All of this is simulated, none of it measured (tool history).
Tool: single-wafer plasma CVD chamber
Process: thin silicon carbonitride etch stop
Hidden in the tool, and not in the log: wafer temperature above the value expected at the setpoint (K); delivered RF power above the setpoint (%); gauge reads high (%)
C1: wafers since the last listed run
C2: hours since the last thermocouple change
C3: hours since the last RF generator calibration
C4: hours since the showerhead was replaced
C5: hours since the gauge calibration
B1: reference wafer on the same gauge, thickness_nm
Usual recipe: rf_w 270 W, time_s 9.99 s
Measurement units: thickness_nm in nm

{"run": 1, "hour": 0.0, "rf_w": 270, "time_s": 9.99, "C1": 0, "C2": 32.9, "C3": 714.7, "C4": 2991.3, "C5": 975.4, "B1": 7.557, "thickness_nm": 6.426}
{"hour": 64.0, "done": "RF generator calibrated"}
{"run": 2, "hour": 71.3, "rf_w": 270, "time_s": 9.99, "C1": 2011, "C2": 104.2, "C3": 7.3, "C4": 3062.6, "C5": 1046.7, "B1": 7.558, "thickness_nm": 6.457}
{"run": 3, "hour": 124.8, "rf_w": 270, "time_s": 9.99, "C1": 1699, "C2": 157.7, "C3": 60.8, "C4": 3116.1, "C5": 1100.2, "B1": 7.562, "thickness_nm": 6.464}
{"run": 4, "hour": 163.6, "rf_w": 270, "time_s": 9.99, "C1": 1232, "C2": 196.5, "C3": 99.6, "C4": 3154.9, "C5": 1139, "B1": 7.56, "thickness_nm": 6.462}
{"run": 5, "hour": 269.3, "rf_w": 270, "time_s": 9.99, "C1": 3358, "C2": 302.2, "C3": 205.3, "C4": 3260.6, "C5": 1244.7, "B1": 7.56, "thickness_nm": 6.448}
{"run": 6, "hour": 315.4, "rf_w": 270, "time_s": 9.99, "C1": 1464, "C2": 348.3, "C3": 251.4, "C4": 3306.7, "C5": 1290.8, "B1": 7.556, "thickness_nm": 6.433}
{"run": 7, "hour": 411.0, "rf_w": 270, "time_s": 8.78, "C1": 3037, "C2": 443.9, "C3": 347, "C4": 3402.3, "C5": 1386.4, "B1": 7.561, "thickness_nm": 5.675}
{"run": 8, "hour": 475.1, "rf_w": 270, "time_s": 11.3, "C1": 2036, "C2": 508, "C3": 411.1, "C4": 3466.4, "C5": 1450.5, "B1": 7.561, "thickness_nm": 7.266}
{"run": 9, "hour": 546.9, "rf_w": 270, "time_s": 11.3, "C1": 2281, "C2": 579.8, "C3": 482.9, "C4": 3538.2, "C5": 1522.3, "B1": 7.559, "thickness_nm": 7.261}
{"run": 10, "hour": 600.6, "rf_w": 270, "time_s": 11.3, "C1": 1706, "C2": 633.5, "C3": 536.6, "C4": 3591.9, "C5": 1576, "B1": 7.563, "thickness_nm": 7.257}
{"run": 11, "hour": 690.1, "rf_w": 270, "time_s": 9.49, "C1": 2843, "C2": 723, "C3": 626.1, "C4": 3681.4, "C5": 1665.5, "B1": 7.56, "thickness_nm": 6.105}
{"run": 12, "hour": 763.4, "rf_w": 270, "time_s": 9.49, "C1": 2328, "C2": 796.3, "C3": 699.4, "C4": 3754.7, "C5": 1738.8, "B1": 7.557, "thickness_nm": 6.099}
{"run": 13, "hour": 855.0, "rf_w": 270, "time_s": 9.99, "C1": 2910, "C2": 887.9, "C3": 791, "C4": 3846.3, "C5": 1830.4, "B1": 7.56, "thickness_nm": 6.404}
{"run": 14, "hour": 956.2, "rf_w": 285, "time_s": 11.48, "C1": 3215, "C2": 989.1, "C3": 892.2, "C4": 3947.5, "C5": 1931.6, "B1": 7.56, "thickness_nm": 7.533}
{"hour": 996.7, "done": "RF generator calibrated"}
{"run": 15, "hour": 1002.0, "rf_w": 285, "time_s": 11.48, "C1": 1200, "C2": 1034.9, "C3": 5.3, "C4": 3993.3, "C5": 1977.4, "B1": 7.558, "thickness_nm": 7.578}
{"run": 16, "hour": 1119.5, "rf_w": 285, "time_s": 11.48, "C1": 3733, "C2": 1152.4, "C3": 122.8, "C4": 4110.8, "C5": 2094.9, "B1": 7.558, "thickness_nm": 7.534}
{"run": 17, "hour": 1176.5, "rf_w": 270, "time_s": 9.99, "C1": 1810, "C2": 1209.4, "C3": 179.8, "C4": 4167.8, "C5": 2151.9, "B1": 7.559, "thickness_nm": 6.445}
{"run": 18, "hour": 1420.5, "rf_w": 305, "time_s": 9.99, "C1": 7752, "C2": 1453.4, "C3": 423.8, "C4": 4411.8, "C5": 2395.9, "B1": 7.561, "thickness_nm": 6.734}
{"hour": 1485.4, "done": "thermocouple changed; heater temperature recalibrated"}
{"hour": 1499.8, "done": "gauge calibrated"}
{"run": 19, "hour": 1628.7, "rf_w": 225, "time_s": 11.49, "C1": 6360, "C2": 143.3, "C3": 632, "C4": 4620, "C5": 128.9, "B1": 7.561, "thickness_nm": 6.892}
{"run": 20, "hour": 1833.3, "rf_w": 270, "time_s": 9.99, "C1": 6500, "C2": 347.9, "C3": 836.6, "C4": 4824.6, "C5": 333.5, "B1": 7.558, "thickness_nm": 6.426}
{"run": 21, "hour": 1873.7, "rf_w": 270, "time_s": 9.99, "C1": 1283, "C2": 388.3, "C3": 877, "C4": 4865, "C5": 373.9, "B1": 7.56, "thickness_nm": 6.421}
{"hour": 1904.9, "done": "RF generator calibrated"}
{"hour": 1912.4, "done": "showerhead replaced"}
{"run": 22, "hour": 1970.5, "rf_w": 270, "time_s": 9.99, "C1": 2581, "C2": 485.1, "C3": 65.6, "C4": 58.1, "C5": 470.7, "B1": 7.557, "thickness_nm": 6.459}
{"run": 23, "hour": 2068.9, "rf_w": 320, "time_s": 9.99, "C1": 3126, "C2": 583.5, "C3": 164, "C4": 156.5, "C5": 569.1, "B1": 7.56, "thickness_nm": 6.847}
{"run": 24, "hour": 2128.8, "rf_w": 250, "time_s": 8.88, "C1": 1903, "C2": 643.4, "C3": 223.9, "C4": 216.4, "C5": 629, "B1": 7.559, "thickness_nm": 5.558}
{"run": 25, "hour": 2196.8, "rf_w": 245, "time_s": 8.54, "C1": 2160, "C2": 711.4, "C3": 291.9, "C4": 284.4, "C5": 697, "B1": 7.562, "thickness_nm": 5.299}
{"run": 26, "hour": 2332.5, "rf_w": 310, "time_s": 8.26, "C1": 4311, "C2": 847.1, "C3": 427.6, "C4": 420.1, "C5": 832.7, "B1": 7.562, "thickness_nm": 5.599}
{"run": 27, "hour": 2401.1, "rf_w": 270, "time_s": 9.99, "C1": 2179, "C2": 915.7, "C3": 496.2, "C4": 488.7, "C5": 901.3, "B1": 7.564, "thickness_nm": 6.434}
{"run": 28, "hour": 2462.4, "rf_w": 325, "time_s": 10.58, "C1": 1947, "C2": 977, "C3": 557.5, "C4": 550, "C5": 962.6, "B1": 7.564, "thickness_nm": 7.28}
{"run": 29, "hour": 2541.5, "rf_w": 310, "time_s": 8.26, "C1": 2513, "C2": 1056.1, "C3": 636.6, "C4": 629.1, "C5": 1041.7, "B1": 7.557, "thickness_nm": 5.596}
{"run": 30, "hour": 2648.0, "rf_w": 245, "time_s": 10.55, "C1": 3383, "C2": 1162.6, "C3": 743.1, "C4": 735.6, "C5": 1148.2, "B1": 7.56, "thickness_nm": 6.545}
{"run": 31, "hour": 2725.7, "rf_w": 325, "time_s": 10.58, "C1": 2468, "C2": 1240.3, "C3": 820.8, "C4": 813.3, "C5": 1225.9, "B1": 7.559, "thickness_nm": 7.272}
{"hour": 2737.3, "done": "RF generator calibrated"}
{"run": 32, "hour": 2813.2, "rf_w": 245, "time_s": 10.55, "C1": 2525, "C2": 1327.8, "C3": 75.9, "C4": 900.8, "C5": 1313.4, "B1": 7.559, "thickness_nm": 6.562}
{"run": 33, "hour": 2898.2, "rf_w": 270, "time_s": 11.04, "C1": 2700, "C2": 1412.8, "C3": 160.9, "C4": 985.8, "C5": 1398.4, "B1": 7.56, "thickness_nm": 7.127}
{"run": 34, "hour": 3005.6, "rf_w": 235, "time_s": 9.99, "C1": 3412, "C2": 1520.2, "C3": 268.3, "C4": 1093.2, "C5": 1505.8, "B1": 7.56, "thickness_nm": 6.098}

4 options for the next run, each taken on its own from the tool as it stands now. Forecast them:
{"run": "A", "hour": 3006.0, "rf_w": 270, "time_s": 11.41, "C1": 12, "C2": 1520.6, "C3": 268.7, "C4": 1093.6, "C5": 1506.2, "B1": "?", "thickness_nm": "?"}
{"run": "B", "hour": 3006.0, "rf_w": 220, "time_s": 9.99, "C1": 12, "C2": 1520.6, "C3": 268.7, "C4": 1093.6, "C5": 1506.2, "B1": "?", "thickness_nm": "?"}
{"run": "C", "hour": 3006.0, "rf_w": 220, "time_s": 8.34, "C1": 12, "C2": 1520.6, "C3": 268.7, "C4": 1093.6, "C5": 1506.2, "B1": "?", "thickness_nm": "?"}
{"run": "D", "hour": 3006.0, "rf_w": 220, "time_s": 11.59, "C1": 12, "C2": 1520.6, "C3": 268.7, "C4": 1093.6, "C5": 1506.2, "B1": "?", "thickness_nm": "?"}

run=A B1=7.561 thickness_nm=7.361
run=B B1=7.561 thickness_nm=5.952
run=C B1=7.561 thickness_nm=4.969
run=D B1=7.561 thickness_nm=6.905
Without the tool's hidden state the same runs would have given:
run=A thickness_nm=7.39
run=B thickness_nm=5.976
run=C thickness_nm=4.989
run=D thickness_nm=6.933
